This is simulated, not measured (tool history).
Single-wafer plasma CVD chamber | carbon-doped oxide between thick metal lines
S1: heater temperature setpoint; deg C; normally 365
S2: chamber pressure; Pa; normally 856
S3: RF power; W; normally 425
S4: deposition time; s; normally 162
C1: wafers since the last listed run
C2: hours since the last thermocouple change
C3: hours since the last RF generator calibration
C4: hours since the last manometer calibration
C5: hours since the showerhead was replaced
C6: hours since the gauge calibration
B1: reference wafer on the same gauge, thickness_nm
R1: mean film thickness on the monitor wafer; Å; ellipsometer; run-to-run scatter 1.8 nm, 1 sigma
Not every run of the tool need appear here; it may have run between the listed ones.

run,hour,S1,S2,S3,S4,C1,C2,C3,C4,C5,C6,B1,R1
1,0.0,365,856,425,162,0,1136.2,895.8,1356.9,2575.0,1035.5,689.574,7745.28
2,53.3,365,856,425,162,355,1189.5,949.1,1410.2,2628.3,1088.8,690.229,7747.15
3,250.1,365,856,425,162,1310,1386.3,1145.9,1607.0,2825.1,1285.6,689.513,7740.25
4,352.9,365,856,380,162,684,1489.1,1248.7,1709.8,2927.9,1388.4,690.163,6936.59
5,403.5,365,856,380,162,337,1539.7,1299.3,1760.4,2978.5,1439.0,689.987,6894.19
6,475.9,365,856,425,162,482,1612.1,1371.7,1832.8,3050.9,1511.4,690.225,7760.40
7,563.0,365,856,425,162,580,1699.2,1458.8,1919.9,3138.0,1598.5,689.688,7727.95
8,624.1,365,856,425,162,406,1760.3,1519.9,1981.0,3199.1,1659.6,689.610,7727.96
# hour 646.4: gauge calibrated
9,686.8,365,984,425,162,417,1823.0,1582.6,2043.7,3261.8,40.4,689.835,7796.93
10,809.7,365,856,425,162,818,1945.9,1705.5,2166.6,3384.7,163.3,690.062,7743.15
11,857.4,365,856,425,162,317,1993.6,1753.2,2214.3,3432.4,211.0,690.046,7749.85
# hour 878.9: thermocouple changed; heater temperature recalibrated
# hour 949.6: capacitance manometer re-zeroed and calibrated
12,961.2,365,856,425,162,584,82.3,1857.0,11.6,3536.2,314.8,689.845,7728.24
# hour 973.3: RF generator calibrated
13,1016.3,365,856,500,146,313,137.4,43.0,66.7,3591.3,369.9,690.237,8164.19
14,1064.6,365,996,465,162,321,185.7,91.3,115.0,3639.6,418.2,690.105,8591.09
15,1149.2,365,856,425,162,563,270.3,175.9,199.6,3724.2,502.8,690.377,7850.93
# hour 1213.3: showerhead replaced
16,1253.0,372,801,375,136,638,374.1,279.7,303.4,39.7,606.6,689.963,5667.49
17,1317.5,365,776,380,162,429,438.6,344.2,367.9,104.2,671.1,690.481,6879.10
18,1419.2,377,1021,425,162,677,540.3,445.9,469.6,205.9,772.8,689.722,7708.83
19,1481.1,358,856,475,162,412,602.2,507.8,531.5,267.8,834.7,689.331,8701.73
20,1561.0,365,856,385,162,532,682.1,587.7,611.4,347.7,914.6,690.249,7050.76
21,1609.4,365,856,505,162,322,730.5,636.1,659.8,396.1,963.0,690.123,8989.74
22,1665.6,370,856,365,144,374,786.7,692.3,716.0,452.3,1019.2,689.566,5847.88
23,1721.8,365,856,425,162,374,842.9,748.5,772.2,508.5,1075.4,689.510,7743.50
24,1801.8,378,856,470,162,532,922.9,828.5,852.2,588.5,1155.4,689.715,8305.69

Each row is a separate what-if for the run after 24, all from the same tool condition, not one after another. Results?
A,1802.2,365,856,425,162,2,923.3,828.9,852.6,588.9,1155.8,?,?
B,1802.2,373,740,500,162,2,923.3,828.9,852.6,588.9,1155.8,?,?
C,1802.2,365,856,390,162,2,923.3,828.9,852.6,588.9,1155.8,?,?
D,1802.2,365,856,425,131,2,923.3,828.9,852.6,588.9,1155.8,?,?

run,B1,R1
A,690.366,7748.56
B,690.366,8650.62
C,690.366,7111.50
D,690.366,6270.74
Had the tool no hidden state, the same runs would have come out as:
run,R1
A,7871.72
B,8766.42
C,7229.54
D,6370.42

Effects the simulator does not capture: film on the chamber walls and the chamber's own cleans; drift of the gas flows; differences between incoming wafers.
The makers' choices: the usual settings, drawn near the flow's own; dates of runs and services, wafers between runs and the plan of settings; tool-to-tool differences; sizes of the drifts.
